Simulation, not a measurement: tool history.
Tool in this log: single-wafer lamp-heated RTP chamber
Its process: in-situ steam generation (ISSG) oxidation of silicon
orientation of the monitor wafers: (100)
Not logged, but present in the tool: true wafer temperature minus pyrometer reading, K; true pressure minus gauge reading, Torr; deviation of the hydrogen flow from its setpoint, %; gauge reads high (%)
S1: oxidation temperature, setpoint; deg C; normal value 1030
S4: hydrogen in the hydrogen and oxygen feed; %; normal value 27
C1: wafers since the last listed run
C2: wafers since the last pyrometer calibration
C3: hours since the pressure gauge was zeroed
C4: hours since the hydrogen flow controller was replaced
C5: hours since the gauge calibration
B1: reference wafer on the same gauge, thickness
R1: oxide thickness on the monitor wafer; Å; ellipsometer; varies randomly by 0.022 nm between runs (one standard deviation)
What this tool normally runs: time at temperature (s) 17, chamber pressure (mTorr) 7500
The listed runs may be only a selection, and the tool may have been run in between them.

Run 1, hour 0: usual settings but S4 23 %; C1 0; C2 3961; C3 1788.3; C4 2921; C5 603.2; B1 5.647. Result: R1 62.44 Å.
Run 2, hour 31.4: usual settings; C1 187; C2 4148; C3 1819.7; C4 2952.4; C5 634.6; B1 5.649. Result: R1 65.58 Å.
Run 3, hour 45.4: usual settings; C1 83; C2 4231; C3 1833.7; C4 2966.4; C5 648.6; B1 5.651. Result: R1 65.69 Å.
Run 4, hour 95.8: usual settings; C1 300; C2 4532; C3 1884.1; C4 3016.8; C5 699; B1 5.648. Result: R1 65.49 Å.
Run 5, hour 127.7: usual settings; C1 189; C2 4722; C3 1916; C4 3048.7; C5 730.9; B1 5.651. Result: R1 65.74 Å.
Run 6, hour 152.7: usual settings but S1 1037 deg C; C1 148; C2 4870; C3 1941; C4 3073.7; C5 755.9; B1 5.65. Result: R1 68 Å.
Run 7, hour 174.6: usual settings; C1 130; C2 5001; C3 1962.9; C4 3095.6; C5 777.8; B1 5.651. Result: R1 66.25 Å.
Run 8, hour 214.3: usual settings; C1 236; C2 5237; C3 2002.6; C4 3135.3; C5 817.5; B1 5.653. Result: R1 65.96 Å.
Run 9, hour 247.9: usual settings; C1 200; C2 5437; C3 2036.2; C4 3168.9; C5 851.1; B1 5.651. Result: R1 65.86 Å.
Run 10, hour 275.6: usual settings; C1 164; C2 5602; C3 2063.9; C4 3196.6; C5 878.8; B1 5.653. Result: R1 66.25 Å.
At hour 285.4: gauge calibrated.
Run 11, hour 306.4: usual settings; C1 183; C2 5786; C3 2094.7; C4 3227.4; C5 21; B1 5.65. Result: R1 65.94 Å.
Run 12, hour 323.8: usual settings but time at temperature (s) 15; C1 103; C2 5890; C3 2112.1; C4 3244.8; C5 38.4; B1 5.653. Result: R1 62.16 Å.
Run 13, hour 351.3: usual settings but time at temperature (s) 13; C1 163; C2 6053; C3 2139.6; C4 3272.3; C5 65.9; B1 5.649. Result: R1 57.69 Å.
Run 14, hour 376.5: usual settings but time at temperature (s) 13; C1 150; C2 6203; C3 2164.8; C4 3297.5; C5 91.1; B1 5.653. Result: R1 58.03 Å.
At hour 386.7: hydrogen flow controller replaced.
At hour 393: pressure gauge zeroed.
Run 15, hour 396.2: usual settings but time at temperature (s) 12, chamber pressure (mTorr) 8200; C1 31; C2 6235; C3 3.2; C4 9.5; C5 110.8; B1 5.65. Result: R1 56.05 Å.
Run 16, hour 428.7: usual settings but time at temperature (s) 12, chamber pressure (mTorr) 6900, S4 22 %; C1 193; C2 6429; C3 35.7; C4 42; C5 143.3; B1 5.652. Result: R1 52.72 Å.
Run 17, hour 448.2: usual settings but S1 1047 deg C, chamber pressure (mTorr) 6900; C1 116; C2 6545; C3 55.2; C4 61.5; C5 162.8; B1 5.65. Result: R1 72.28 Å.
At hour 476.6: pyrometer window cleaned and pyrometer calibrated.
Run 18, hour 477.2: usual settings but S1 1014 deg C, time at temperature (s) 21, chamber pressure (mTorr) 8500, S4 32 %; C1 125; C2 3; C3 84.2; C4 90.5; C5 191.8; B1 5.653. Result: R1 67.31 Å.
Run 19, hour 494.1: usual settings; C1 100; C2 104; C3 101.1; C4 107.4; C5 208.7; B1 5.653. Result: R1 63.16 Å.

Run 20 is up next; what results do you expect?
Run 20, hour 519.6: usual settings; C1 151; C2 256; C3 126.6; C4 132.9; C5 234.2; B1 ?. Result: R1 ?.

{"run 20": {"B1": 5.649, "R1": 63.82}}
Were there no unlogged condition in the tool, this run, its random variation unchanged, would have produced R1 63.69 Å.
